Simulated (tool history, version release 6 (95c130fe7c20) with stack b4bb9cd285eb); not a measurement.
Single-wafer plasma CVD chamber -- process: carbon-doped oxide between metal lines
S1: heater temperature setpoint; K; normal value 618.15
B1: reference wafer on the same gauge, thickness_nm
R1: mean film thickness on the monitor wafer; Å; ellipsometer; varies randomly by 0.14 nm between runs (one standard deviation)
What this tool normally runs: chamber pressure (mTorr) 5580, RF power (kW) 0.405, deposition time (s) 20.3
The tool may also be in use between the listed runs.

{"run": 1, "day": 0.0, "S1": 618.15, "chamber pressure (mTorr)": 5580, "RF power (kW)": 0.405, "deposition time (s)": 20.3, "B1": 103.306, "R1": 927.09}
{"run": 2, "day": 0.504, "S1": 618.15, "chamber pressure (mTorr)": 5580, "RF power (kW)": 0.405, "deposition time (s)": 20.3, "B1": 103.302, "R1": 928.79}
{"run": 3, "day": 1.462, "S1": 618.15, "chamber pressure (mTorr)": 6410, "RF power (kW)": 0.405, "deposition time (s)": 18.2, "B1": 103.314, "R1": 847.36}
{"run": 4, "day": 2.642, "S1": 618.15, "chamber pressure (mTorr)": 6410, "RF power (kW)": 0.405, "deposition time (s)": 18.2, "B1": 103.287, "R1": 848.94}
{"run": 5, "day": 3.217, "S1": 618.15, "chamber pressure (mTorr)": 6410, "RF power (kW)": 0.405, "deposition time (s)": 18.2, "B1": 103.272, "R1": 844.42}
{"run": 6, "day": 4.671, "S1": 618.15, "chamber pressure (mTorr)": 5580, "RF power (kW)": 0.405, "deposition time (s)": 20.3, "B1": 103.3, "R1": 926.44}
{"day": 6.392, "done": "RF generator calibrated"}
{"run": 7, "day": 6.412, "S1": 618.15, "chamber pressure (mTorr)": 5880, "RF power (kW)": 0.405, "deposition time (s)": 20.3, "B1": 103.321, "R1": 934.09}
{"run": 8, "day": 6.683, "S1": 618.15, "chamber pressure (mTorr)": 5880, "RF power (kW)": 0.405, "deposition time (s)": 20.3, "B1": 103.263, "R1": 934.01}
{"run": 9, "day": 7.258, "S1": 618.15, "chamber pressure (mTorr)": 5580, "RF power (kW)": 0.405, "deposition time (s)": 20.3, "B1": 103.273, "R1": 928.69}
{"run": 10, "day": 7.933, "S1": 618.15, "chamber pressure (mTorr)": 5880, "RF power (kW)": 0.405, "deposition time (s)": 20.3, "B1": 103.299, "R1": 936.74}
{"day": 8.021, "done": "gauge calibrated"}
{"run": 11, "day": 8.867, "S1": 622.15, "chamber pressure (mTorr)": 6770, "RF power (kW)": 0.405, "deposition time (s)": 20.3, "B1": 103.326, "R1": 935.78}
{"day": 9.788, "done": "showerhead replaced"}
{"run": 12, "day": 10.967, "S1": 618.15, "chamber pressure (mTorr)": 5580, "RF power (kW)": 0.405, "deposition time (s)": 20.3, "B1": 103.349, "R1": 925.99}
{"run": 13, "day": 11.758, "S1": 607.15, "chamber pressure (mTorr)": 5580, "RF power (kW)": 0.365, "deposition time (s)": 20.3, "B1": 103.349, "R1": 873.53}
{"day": 12.288, "done": "capacitance manometer re-zeroed and calibrated"}
{"run": 14, "day": 13.25, "S1": 618.15, "chamber pressure (mTorr)": 4630, "RF power (kW)": 0.405, "deposition time (s)": 20.3, "B1": 103.25, "R1": 914.45}
{"run": 15, "day": 14.704, "S1": 618.15, "chamber pressure (mTorr)": 5580, "RF power (kW)": 0.405, "deposition time (s)": 20.3, "B1": 103.32, "R1": 937.93}
{"day": 15.046, "done": "thermocouple changed; heater temperature recalibrated"}
{"run": 16, "day": 16.05, "S1": 618.15, "chamber pressure (mTorr)": 5580, "RF power (kW)": 0.405, "deposition time (s)": 20.3, "B1": 103.274, "R1": 916.02}
{"run": 17, "day": 16.704, "S1": 618.15, "chamber pressure (mTorr)": 4210, "RF power (kW)": 0.405, "deposition time (s)": 20.3, "B1": 103.289, "R1": 876.75}
{"run": 18, "day": 17.5, "S1": 631.15, "chamber pressure (mTorr)": 4550, "RF power (kW)": 0.34, "deposition time (s)": 22.9, "B1": 103.308, "R1": 800.71}
{"run": 19, "day": 18.017, "S1": 618.15, "chamber pressure (mTorr)": 5580, "RF power (kW)": 0.405, "deposition time (s)": 23.5, "B1": 103.263, "R1": 1057.01}
{"run": 20, "day": 19.271, "S1": 618.15, "chamber pressure (mTorr)": 5580, "RF power (kW)": 0.33, "deposition time (s)": 16.4, "B1": 103.335, "R1": 599.32}
{"run": 21, "day": 20.442, "S1": 618.15, "chamber pressure (mTorr)": 5580, "RF power (kW)": 0.485, "deposition time (s)": 18.5, "B1": 103.258, "R1": 977.04}
{"run": 22, "day": 21.292, "S1": 633.15, "chamber pressure (mTorr)": 5580, "RF power (kW)": 0.405, "deposition time (s)": 17.7, "B1": 103.298, "R1": 760.93}
{"run": 23, "day": 22.346, "S1": 618.15, "chamber pressure (mTorr)": 5580, "RF power (kW)": 0.405, "deposition time (s)": 22.1, "B1": 103.329, "R1": 993.59}
{"run": 24, "day": 23.154, "S1": 603.15, "chamber pressure (mTorr)": 5070, "RF power (kW)": 0.46, "deposition time (s)": 22.3, "B1": 103.322, "R1": 1175.27}
{"run": 25, "day": 24.412, "S1": 607.15, "chamber pressure (mTorr)": 6840, "RF power (kW)": 0.405, "deposition time (s)": 22.4, "B1": 103.224, "R1": 1069.25}
{"run": 26, "day": 25.579, "S1": 618.15, "chamber pressure (mTorr)": 5580, "RF power (kW)": 0.405, "deposition time (s)": 20.3, "B1": 103.363, "R1": 913.79}
{"run": 27, "day": 26.738, "S1": 618.15, "chamber pressure (mTorr)": 6600, "RF power (kW)": 0.45, "deposition time (s)": 18.7, "B1": 103.28, "R1": 946.17}
{"day": 26.771, "done": "gauge calibrated"}
{"run": 28, "day": 30.25, "S1": 618.15, "chamber pressure (mTorr)": 4560, "RF power (kW)": 0.46, "deposition time (s)": 23.5, "B1": 103.315, "R1": 1150.51}
{"run": 29, "day": 31.667, "S1": 624.15, "chamber pressure (mTorr)": 6620, "RF power (kW)": 0.44, "deposition time (s)": 22.8, "B1": 103.319, "R1": 1107.81}

Here are 3 independent what-if runs from the current tool condition. What would each one return?
{"run": "A", "day": 31.683, "S1": 618.15, "chamber pressure (mTorr)": 5580, "RF power (kW)": 0.405, "deposition time (s)": 20.3, "B1": "?", "R1": "?"}
{"run": "B", "day": 31.683, "S1": 622.15, "chamber pressure (mTorr)": 5580, "RF power (kW)": 0.44, "deposition time (s)": 20.3, "B1": "?", "R1": "?"}
{"run": "C", "day": 31.683, "S1": 603.15, "chamber pressure (mTorr)": 4780, "RF power (kW)": 0.335, "deposition time (s)": 20.3, "B1": "?", "R1": "?"}

run=A B1=103.267 R1=915.43
run=B B1=103.267 R1=976.91
run=C B1=103.267 R1=779.68
The same runs, with their run-to-run variation unchanged, on a tool lacking any hidden condition would have given:
run=A R1=914.77
run=B R1=976.24
run=C R1=779.12

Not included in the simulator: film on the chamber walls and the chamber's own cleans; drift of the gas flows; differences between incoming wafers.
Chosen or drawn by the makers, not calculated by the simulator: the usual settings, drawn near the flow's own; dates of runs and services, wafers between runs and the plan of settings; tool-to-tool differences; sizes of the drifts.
